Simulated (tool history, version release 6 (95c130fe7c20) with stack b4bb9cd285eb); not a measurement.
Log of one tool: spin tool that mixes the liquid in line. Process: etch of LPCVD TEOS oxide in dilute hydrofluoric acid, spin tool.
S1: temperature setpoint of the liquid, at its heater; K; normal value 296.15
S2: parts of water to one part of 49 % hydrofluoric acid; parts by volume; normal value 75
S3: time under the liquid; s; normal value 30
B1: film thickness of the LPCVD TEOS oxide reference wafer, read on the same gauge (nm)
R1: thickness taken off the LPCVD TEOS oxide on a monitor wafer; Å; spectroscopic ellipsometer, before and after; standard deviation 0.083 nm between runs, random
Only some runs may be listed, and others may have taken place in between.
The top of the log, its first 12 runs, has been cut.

run	hour	S1	S2	S3	B1	R1
13	142.1	296.15	75	30	149.97	237.4
14	157.0	296.15	75	30	150.01	237.9
15	165.0	296.15	75	30	150.00	237.3
16	178.1	296.15	75	30	149.99	238.2
17	190.4	298.15	55	15	149.99	181.4
18	197.6	296.15	75	30	149.97	238.0
19	211.2	300.15	60	30	150.02	356.0
20	217.8	296.15	105	20	150.00	109.1
# hour 232.0: gauge calibrated
# hour 232.6: thermometer replaced
21	234.7	296.15	90	30	149.99	177.9
22	250.5	300.15	75	30	150.00	255.6
23	262.0	291.15	105	20	150.01	81.2
24	272.1	296.15	75	30	150.00	216.9
25	288.0	300.65	105	35	149.99	207.1
# hour 291.3: hydrofluoric acid flow meter replaced
26	327.1	291.65	75	35	150.01	211.2
27	344.8	296.15	75	30	150.01	216.3
28	366.4	296.15	105	30	150.01	150.5
29	384.1	299.65	75	30	149.98	252.6
30	396.3	292.65	105	20	149.98	86.7

Forecast run 31:
31	409.2	296.15	75	20	?	?

{"run 31": {"B1": 150.0, "R1": 145.8}}
Had the tool carried no hidden state, the very same run would have given R1 144.4 Å.
